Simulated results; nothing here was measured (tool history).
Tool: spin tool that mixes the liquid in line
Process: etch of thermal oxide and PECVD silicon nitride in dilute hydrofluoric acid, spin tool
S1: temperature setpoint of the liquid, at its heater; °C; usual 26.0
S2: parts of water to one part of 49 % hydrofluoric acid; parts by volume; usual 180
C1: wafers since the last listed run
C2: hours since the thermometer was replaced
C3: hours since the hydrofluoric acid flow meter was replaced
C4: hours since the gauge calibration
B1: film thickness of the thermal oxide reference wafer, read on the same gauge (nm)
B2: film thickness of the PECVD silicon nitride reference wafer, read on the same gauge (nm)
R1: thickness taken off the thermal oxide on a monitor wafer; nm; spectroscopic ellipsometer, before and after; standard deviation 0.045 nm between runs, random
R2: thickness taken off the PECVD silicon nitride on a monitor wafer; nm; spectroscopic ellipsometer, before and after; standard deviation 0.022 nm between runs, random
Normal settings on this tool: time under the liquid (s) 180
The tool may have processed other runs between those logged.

{"run": 1, "hour": 0.0, "S1": 26.0, "S2": 180, "time under the liquid (s)": 180, "C1": 0, "C2": 883.9, "C3": 1547.2, "C4": 262.5, "B1": 150.007, "B2": 80.013, "R1": 4.902, "R2": 1.879}
{"run": 2, "hour": 37.7, "S1": 26.0, "S2": 180, "time under the liquid (s)": 180, "C1": 306, "C2": 921.6, "C3": 1584.9, "C4": 300.2, "B1": 149.973, "B2": 79.984, "R1": 4.843, "R2": 1.901}
{"run": 3, "hour": 63.3, "S1": 26.0, "S2": 230, "time under the liquid (s)": 180, "C1": 208, "C2": 947.2, "C3": 1610.5, "C4": 325.8, "B1": 149.994, "B2": 80.003, "R1": 3.665, "R2": 1.482}
{"run": 4, "hour": 252.5, "S1": 26.0, "S2": 230, "time under the liquid (s)": 180, "C1": 1539, "C2": 1136.4, "C3": 1799.7, "C4": 515.0, "B1": 149.997, "B2": 79.993, "R1": 3.627, "R2": 1.475}
{"run": 5, "hour": 304.3, "S1": 26.0, "S2": 180, "time under the liquid (s)": 250, "C1": 421, "C2": 1188.2, "C3": 1851.5, "C4": 566.8, "B1": 149.987, "B2": 80.003, "R1": 6.857, "R2": 2.637}
{"run": 6, "hour": 346.8, "S1": 26.0, "S2": 180, "time under the liquid (s)": 180, "C1": 345, "C2": 1230.7, "C3": 1894.0, "C4": 609.3, "B1": 149.998, "B2": 80.013, "R1": 4.862, "R2": 1.903}
{"run": 7, "hour": 412.6, "S1": 26.0, "S2": 250, "time under the liquid (s)": 255, "C1": 535, "C2": 1296.5, "C3": 1959.8, "C4": 675.1, "B1": 149.993, "B2": 80.025, "R1": 4.583, "R2": 1.927}
{"run": 8, "hour": 444.1, "S1": 26.0, "S2": 180, "time under the liquid (s)": 180, "C1": 256, "C2": 1328.0, "C3": 1991.3, "C4": 706.6, "B1": 149.994, "B2": 80.005, "R1": 4.974, "R2": 1.889}
{"run": 9, "hour": 470.9, "S1": 26.0, "S2": 180, "time under the liquid (s)": 180, "C1": 218, "C2": 1354.8, "C3": 2018.1, "C4": 733.4, "B1": 150.004, "B2": 79.988, "R1": 4.855, "R2": 1.848}
{"run": 10, "hour": 497.2, "S1": 26.0, "S2": 180, "time under the liquid (s)": 180, "C1": 214, "C2": 1381.1, "C3": 2044.4, "C4": 759.7, "B1": 149.99, "B2": 80.015, "R1": 4.824, "R2": 1.916}
{"run": 11, "hour": 558.9, "S1": 22.5, "S2": 180, "time under the liquid (s)": 180, "C1": 502, "C2": 1442.8, "C3": 2106.1, "C4": 821.4, "B1": 150.008, "B2": 79.991, "R1": 4.291, "R2": 1.508}
{"hour": 585.4, "done": "hydrofluoric acid flow meter replaced"}
{"run": 12, "hour": 626.0, "S1": 22.5, "S2": 180, "time under the liquid (s)": 180, "C1": 537, "C2": 1509.9, "C3": 40.6, "C4": 888.5, "B1": 150.016, "B2": 79.98, "R1": 4.285, "R2": 1.494}
{"run": 13, "hour": 667.2, "S1": 26.0, "S2": 140, "time under the liquid (s)": 140, "C1": 335, "C2": 1551.1, "C3": 81.8, "C4": 929.7, "B1": 150.009, "B2": 79.996, "R1": 5.061, "R2": 1.9}
{"run": 14, "hour": 713.1, "S1": 23.0, "S2": 155, "time under the liquid (s)": 85, "C1": 373, "C2": 1597.0, "C3": 127.7, "C4": 975.6, "B1": 150.004, "B2": 79.997, "R1": 2.457, "R2": 0.839}
{"hour": 772.3, "done": "thermometer replaced"}
{"run": 15, "hour": 782.8, "S1": 22.0, "S2": 180, "time under the liquid (s)": 80, "C1": 559, "C2": 10.5, "C3": 197.4, "C4": 1045.3, "B1": 149.998, "B2": 80.027, "R1": 1.855, "R2": 0.657}
{"run": 16, "hour": 839.1, "S1": 26.0, "S2": 265, "time under the liquid (s)": 180, "C1": 458, "C2": 66.8, "C3": 253.7, "C4": 1101.6, "B1": 150.015, "B2": 79.982, "R1": 3.008, "R2": 1.283}
{"run": 17, "hour": 895.7, "S1": 22.0, "S2": 180, "time under the liquid (s)": 130, "C1": 460, "C2": 123.4, "C3": 310.3, "C4": 1158.2, "B1": 150.0, "B2": 80.018, "R1": 3.055, "R2": 1.07}
{"run": 18, "hour": 1075.7, "S1": 26.0, "S2": 250, "time under the liquid (s)": 255, "C1": 1464, "C2": 303.4, "C3": 490.3, "C4": 1338.2, "B1": 149.991, "B2": 79.998, "R1": 4.592, "R2": 1.913}
{"hour": 1113.4, "done": "gauge calibrated"}
{"run": 19, "hour": 1137.0, "S1": 26.0, "S2": 150, "time under the liquid (s)": 180, "C1": 498, "C2": 364.7, "C3": 551.6, "C4": 23.6, "B1": 150.007, "B2": 79.976, "R1": 6.037, "R2": 2.292}
{"run": 20, "hour": 1190.3, "S1": 24.5, "S2": 125, "time under the liquid (s)": 80, "C1": 433, "C2": 418.0, "C3": 604.9, "C4": 76.9, "B1": 150.006, "B2": 79.966, "R1": 3.201, "R2": 1.11}
{"run": 21, "hour": 1226.3, "S1": 30.0, "S2": 150, "time under the liquid (s)": 210, "C1": 292, "C2": 454.0, "C3": 640.9, "C4": 112.9, "B1": 150.021, "B2": 79.998, "R1": 8.083, "R2": 3.356}
{"run": 22, "hour": 1255.2, "S1": 29.5, "S2": 235, "time under the liquid (s)": 115, "C1": 235, "C2": 482.9, "C3": 669.8, "C4": 141.8, "B1": 149.981, "B2": 79.994, "R1": 2.544, "R2": 1.153}
{"run": 23, "hour": 1300.7, "S1": 21.5, "S2": 180, "time under the liquid (s)": 180, "C1": 370, "C2": 528.4, "C3": 715.3, "C4": 187.3, "B1": 149.994, "B2": 79.987, "R1": 4.135, "R2": 1.417}

What will run 24 give?
{"run": 24, "hour": 1370.3, "S1": 29.5, "S2": 235, "time under the liquid (s)": 115, "C1": 566, "C2": 598.0, "C3": 784.9, "C4": 256.9, "B1": "?", "B2": "?", "R1": "?", "R2": "?"}

{"run 24": {"B1": 149.987, "B2": 80.009, "R1": 2.544, "R2": 1.111}}
If the tool had no hidden condition, the same run with the same run-to-run variation would have returned R1 2.544 nm, R2 1.111 nm.
